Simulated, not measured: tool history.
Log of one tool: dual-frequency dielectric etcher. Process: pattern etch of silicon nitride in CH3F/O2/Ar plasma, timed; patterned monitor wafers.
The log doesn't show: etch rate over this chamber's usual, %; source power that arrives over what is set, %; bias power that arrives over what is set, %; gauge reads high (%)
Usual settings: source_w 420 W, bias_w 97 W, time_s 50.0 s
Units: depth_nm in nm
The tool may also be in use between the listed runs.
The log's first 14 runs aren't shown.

run	day	source_w	bias_w	time_s	wafers since the last listed run	hours since the last wet clean	hours since the last source power generator calibration	hours since the last bias power generator calibration	hours since the last upper electrode change	hours since the gauge calibration	read-back reference wafer on the same gauge, depth_nm	depth_nm
15	13.004	360	115	44.5	198	335.6	4580.2	1957.0	205.8	405.0	39.11	42.17
16	13.842	350	97	63.0	326	355.7	4600.3	1977.1	225.9	425.1	39.10	55.07
17	14.525	420	97	57.0	266	372.1	4616.7	1993.5	242.3	441.5	39.10	52.75
# day 15.046: gauge calibrated
18	15.396	420	97	50.0	339	393.0	4637.6	2014.4	263.2	8.4	39.10	46.28
# day 16.288: source power generator calibrated
19	16.892	420	97	63.5	517	428.9	14.5	2050.3	299.1	44.3	39.12	58.70
# day 18.262: bias power generator calibrated
20	18.283	420	97	50.0	477	462.3	47.9	0.5	332.5	77.7	39.10	45.72
# day 19.600: wet clean of the chamber
21	19.621	420	97	58.5	131	0.5	80.0	32.6	364.6	109.8	39.11	52.62
22	22.296	420	97	36.0	1042	64.7	144.2	96.8	428.8	174.0	39.08	32.61
23	22.842	420	120	46.0	212	77.8	157.3	109.9	441.9	187.1	39.09	45.37
24	23.767	510	117	42.5	360	100.0	179.5	132.1	464.1	209.3	39.11	44.17
25	24.558	420	115	63.0	308	119.0	198.5	151.1	483.1	228.3	39.10	60.95
26	25.542	460	88	56.0	383	142.6	222.1	174.7	506.7	251.9	39.10	50.07
27	26.696	390	97	50.0	449	170.3	249.8	202.4	534.4	279.6	39.11	44.10
28	28.025	420	107	50.0	517	202.2	281.7	234.3	566.3	311.5	39.10	47.33
29	29.050	420	97	50.0	399	226.8	306.3	258.9	590.9	336.1	39.10	45.42
30	29.662	420	97	50.0	238	241.5	321.0	273.6	605.6	350.8	39.09	45.23

Forecast each of these 4 alternatives for the next run:
A	29.679	420	97	50.0	6	241.9	321.4	274.0	606.0	351.2	?	?
B	29.679	420	89	50.0	6	241.9	321.4	274.0	606.0	351.2	?	?
C	29.679	450	112	50.0	6	241.9	321.4	274.0	606.0	351.2	?	?
D	29.679	500	89	40.5	6	241.9	321.4	274.0	606.0	351.2	?	?

run	read-back reference wafer on the same gauge, depth_nm	depth_nm
A	39.08	45.45
B	39.08	43.86
C	39.08	49.33
D	39.08	37.62
Without the tool's hidden state the same runs would have given:
run	depth_nm
A	45.27
B	43.69
C	49.13
D	37.47
